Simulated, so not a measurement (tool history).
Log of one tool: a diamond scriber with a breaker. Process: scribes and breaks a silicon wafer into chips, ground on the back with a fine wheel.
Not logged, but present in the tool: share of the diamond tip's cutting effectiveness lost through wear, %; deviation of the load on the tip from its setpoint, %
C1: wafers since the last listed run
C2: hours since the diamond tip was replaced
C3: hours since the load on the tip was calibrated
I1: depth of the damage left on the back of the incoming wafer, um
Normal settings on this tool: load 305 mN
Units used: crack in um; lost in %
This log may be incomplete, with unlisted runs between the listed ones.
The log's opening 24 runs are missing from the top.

run 25 hour=294.9 | load=274 | C1=23 C2=138.0 C3=2011.7 | I1=1.79 | crack=11.68 lost=3.39
run 26 hour=302.4 | load=364 | C1=11 C2=145.5 C3=2019.2 | I1=2.57 | crack=12.71 lost=2.87
run 27 hour=320.2 | load=305 | C1=27 C2=163.3 C3=2037.0 | I1=2.71 | crack=12.11 lost=3.32
run 28 hour=335.6 | load=280 | C1=23 C2=178.7 C3=2052.4 | I1=2.52 | crack=11.67 lost=3.64
run 29 hour=350.3 | load=377 | C1=22 C2=193.4 C3=2067.1 | I1=2.54 | crack=13.01 lost=3.05
-- hour=356.8 load on the tip recalibrated
run 30 hour=363.0 | load=258 | C1=16 C2=206.1 C3=6.2 | I1=2.81 | crack=10.98 lost=5.24
run 31 hour=371.1 | load=345 | C1=12 C2=214.2 C3=14.3 | I1=1.79 | crack=12.46 lost=2.15
run 32 hour=378.3 | load=385 | C1=11 C2=221.4 C3=21.5 | I1=1.77 | crack=13.00 lost=2.63
run 33 hour=385.5 | load=359 | C1=11 C2=228.6 C3=28.7 | I1=2.02 | crack=12.71 lost=2.20
run 34 hour=393.2 | load=248 | C1=11 C2=236.3 C3=36.4 | I1=2.75 | crack=11.23 lost=6.23
run 35 hour=411.1 | load=244 | C1=27 C2=254.2 C3=54.3 | I1=1.94 | crack=11.15 lost=5.63
run 36 hour=419.4 | load=222 | C1=12 C2=262.5 C3=62.6 | I1=1.83 | crack=10.76 lost=5.64
run 37 hour=431.5 | load=373 | C1=18 C2=274.6 C3=74.7 | I1=2.28 | crack=12.45 lost=2.76
run 38 hour=447.8 | load=224 | C1=25 C2=290.9 C3=91.0 | I1=2.67 | crack=11.03 lost=8.63
run 39 hour=461.8 | load=305 | C1=21 C2=304.9 C3=105.0 | I1=2.28 | crack=11.90 lost=3.62
run 40 hour=475.3 | load=305 | C1=20 C2=318.4 C3=118.5 | I1=2.38 | crack=11.66 lost=4.15
run 41 hour=490.2 | load=305 | C1=22 C2=333.3 C3=133.4 | I1=2.70 | crack=11.48 lost=4.83

Predict each of these 5 candidate next runs independently; none follows another, all start after run 41:
run A hour=490.8 | load=378 | C1=0 C2=333.9 C3=134.0 | I1=1.72 | crack=? lost=?
run B hour=490.8 | load=268 | C1=0 C2=333.9 C3=134.0 | I1=1.72 | crack=? lost=?
run C hour=490.8 | load=272 | C1=0 C2=333.9 C3=134.0 | I1=1.72 | crack=? lost=?
run D hour=490.8 | load=350 | C1=0 C2=333.9 C3=134.0 | I1=1.72 | crack=? lost=?
run E hour=490.8 | load=367 | C1=0 C2=333.9 C3=134.0 | I1=1.72 | crack=? lost=?

run=A crack=12.36 lost=2.02
run=B crack=11.16 lost=4.38
run=C crack=11.21 lost=4.20
run=D crack=12.06 lost=2.16
run=E crack=12.24 lost=2.04
With no hidden state in the tool, these same runs would have given:
run=A crack=13.18 lost=2.97
run=B crack=11.90 lost=2.35
run=C crack=11.95 lost=2.28
run=D crack=12.86 lost=2.39
run=E crack=13.06 lost=2.71
